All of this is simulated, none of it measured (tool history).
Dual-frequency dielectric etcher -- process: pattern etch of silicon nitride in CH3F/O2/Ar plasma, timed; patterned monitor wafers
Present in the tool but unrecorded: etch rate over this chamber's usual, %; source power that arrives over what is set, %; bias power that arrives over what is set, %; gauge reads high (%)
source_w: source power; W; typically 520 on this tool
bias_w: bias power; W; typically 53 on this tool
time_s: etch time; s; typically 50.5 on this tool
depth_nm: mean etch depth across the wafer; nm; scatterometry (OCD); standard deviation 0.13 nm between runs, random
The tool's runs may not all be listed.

| run | hour | source_w | bias_w | time_s | wafers since the last listed run | hours since the last wet clean | hours since the last source power generator calibration | hours since the last bias power generator calibration | hours since the last upper electrode change | hours since the gauge calibration | read-back reference wafer on the same gauge, depth_nm | depth_nm |
|---|---|---|---|---|---|---|---|---|---|---|---|---|
| 1 | 0.0 | 520 | 53 | 50.5 | 0 | 62.5 | 2701.8 | 736.5 | 4723.2 | 1418.4 | 38.84 | 34.15 |
| 2 | 91.5 | 520 | 53 | 55.5 | 1083 | 154.0 | 2793.3 | 828.0 | 4814.7 | 1509.9 | 38.81 | 37.60 |
| 3 | 169.2 | 520 | 53 | 55.5 | 920 | 231.7 | 2871.0 | 905.7 | 4892.4 | 1587.6 | 38.79 | 37.27 |
| 4 | 236.5 | 520 | 53 | 55.5 | 797 | 299.0 | 2938.3 | 973.0 | 4959.7 | 1654.9 | 38.80 | 37.04 |
| 5 | 336.7 | 520 | 53 | 50.5 | 1186 | 399.2 | 3038.5 | 1073.2 | 5059.9 | 1755.1 | 38.87 | 33.06 |
|  | 445.6 | wet clean of the chamber |
| 6 | 446.1 | 520 | 53 | 50.5 | 1011 | 0.5 | 3147.9 | 1182.6 | 5169.3 | 1864.5 | 38.81 | 34.90 |
|  | 552.3 | upper electrode replaced |
| 7 | 555.8 | 520 | 53 | 50.5 | 1015 | 110.2 | 3257.6 | 1292.3 | 3.5 | 1974.2 | 38.77 | 34.24 |
|  | 577.4 | gauge calibrated |
| 8 | 642.3 | 520 | 53 | 50.5 | 1024 | 196.7 | 3344.1 | 1378.8 | 90.0 | 64.9 | 38.79 | 34.03 |
| 9 | 696.4 | 520 | 53 | 50.5 | 640 | 250.8 | 3398.2 | 1432.9 | 144.1 | 119.0 | 38.85 | 33.63 |
| 10 | 781.8 | 520 | 49 | 50.5 | 1011 | 336.2 | 3483.6 | 1518.3 | 229.5 | 204.4 | 38.77 | 32.36 |
|  | 831.4 | source power generator calibrated |
|  | 864.8 | wet clean of the chamber |
| 11 | 865.3 | 520 | 59 | 56.5 | 657 | 0.5 | 33.9 | 1601.8 | 313.0 | 287.9 | 38.77 | 42.39 |
| 12 | 895.8 | 520 | 53 | 50.5 | 361 | 31.0 | 64.4 | 1632.3 | 343.5 | 318.4 | 38.81 | 35.94 |
| 13 | 1001.1 | 520 | 53 | 50.5 | 1247 | 136.3 | 169.7 | 1737.6 | 448.8 | 423.7 | 38.78 | 35.55 |

Run 14 has not been measured yet. What should we expect?
| 14 | 1079.7 | 520 | 44 | 38.5 | 931 | 214.9 | 248.3 | 1816.2 | 527.4 | 502.3 | ? | ? |

read-back reference wafer on the same gauge, depth_nm: 38.79
depth_nm: 24.50 nm
Take away the tool's hidden state, keep the run-to-run variation as it was, and the same run would have given depth_nm 24.90 nm.

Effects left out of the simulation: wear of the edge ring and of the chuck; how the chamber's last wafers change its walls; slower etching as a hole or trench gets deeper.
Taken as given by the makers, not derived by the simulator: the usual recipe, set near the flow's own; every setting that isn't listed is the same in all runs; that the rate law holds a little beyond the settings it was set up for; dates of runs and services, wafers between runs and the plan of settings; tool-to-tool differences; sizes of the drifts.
